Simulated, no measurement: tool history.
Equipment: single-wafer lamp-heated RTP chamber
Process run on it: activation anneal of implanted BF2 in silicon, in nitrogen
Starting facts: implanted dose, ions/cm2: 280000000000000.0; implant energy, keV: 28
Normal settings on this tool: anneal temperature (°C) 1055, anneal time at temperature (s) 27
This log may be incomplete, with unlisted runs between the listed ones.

run,hour,anneal temperature (°C),anneal time at temperature (s),wafers since the last listed run,wafers since the last pyrometer calibration,wafers since the reflector plate was cleaned,hours since the gauge calibration,"read-back reference wafer on the same gauge, sheet resistance",sheet resistance of the implanted and annealed layer (ohm/square)
1,0,1073,31,0,354,2022,188,449.05,429.96
2,8.2,1073,31,95,449,2117,196.2,449.04,428.7
3,14.3,1055,16,70,520,2188,202.3,448.97,440.92
4,24.3,1055,38,115,636,2304,212.3,448.92,431.55
5,39.1,1055,38,171,808,2476,227.1,449.14,431.03
6,57,1055,38,207,1015,2683,245,448.85,430.89
7,94,1055,27,429,1444,3112,282,448.8,435.57
8,110.1,1055,27,186,1631,3299,298.1,449.12,435.18
9,124.1,1055,27,162,1793,3461,312.1,448.99,434.89
10,163.8,1055,27,460,2254,3922,351.8,448.76,434.83
11,175.2,1065,27,132,2386,4054,363.2,448.96,432
# hour 191.6: gauge calibrated
12,192.7,1055,27,202,2589,4257,1.1,449,433.29
13,202.3,1036,27,111,2700,4368,10.7,448.89,437.01
14,217.2,1036,27,172,2873,4541,25.6,449.08,438.83
# hour 238.1: pyrometer window cleaned and pyrometer calibrated
15,238.6,1078,27,155,5,4697,47,448.86,430.84
16,238.9,1080,16,3,9,4700,47.3,449.03,437.79
17,253.7,1055,27,171,180,4872,62.1,448.97,436.05
18,266.7,1034,31,150,331,5022,75.1,448.87,438.6
19,275.2,1055,27,98,430,5121,83.6,449.07,436.59
20,288.8,1042,42,157,587,5279,97.2,448.75,432.66
21,306.4,1055,43,204,791,5483,114.8,448.98,429.9
# hour 319.1: reflector plate cleaned
22,319.6,1027,37,60,852,5,128,448.84,437.39
23,330.6,1074,12,127,979,133,139,448.92,441.48
24,337.8,1076,21,83,1063,216,146.2,449,434.2
25,348.5,1055,27,124,1187,340,156.9,449.16,435.72
26,355.2,1072,37,77,1265,418,163.6,448.93,427.38
27,361.6,1030,34,74,1339,492,170,448.92,437.13
28,396.5,1042,31,404,1743,897,204.9,448.97,436.77
29,405.9,1080,19,109,1852,1006,214.3,448.94,432.92

Consider 3 possible next runs. They are alternatives, not a sequence: every one starts from the tool as it was left by run 29. What does each give?
A,406.3,1055,15,4,1857,1010,214.7,?,?
B,406.3,1041,33,4,1857,1010,214.7,?,?
C,406.3,1065,19,4,1857,1010,214.7,?,?

run,"read-back reference wafer on the same gauge, sheet resistance",sheet resistance of the implanted and annealed layer (ohm/square)
A,448.78,441.07
B,448.78,435.16
C,448.78,436.8
Without the tool's hidden state the same runs would have given:
run,sheet resistance of the implanted and annealed layer (ohm/square)
A,442.25
B,436.88
C,438.4

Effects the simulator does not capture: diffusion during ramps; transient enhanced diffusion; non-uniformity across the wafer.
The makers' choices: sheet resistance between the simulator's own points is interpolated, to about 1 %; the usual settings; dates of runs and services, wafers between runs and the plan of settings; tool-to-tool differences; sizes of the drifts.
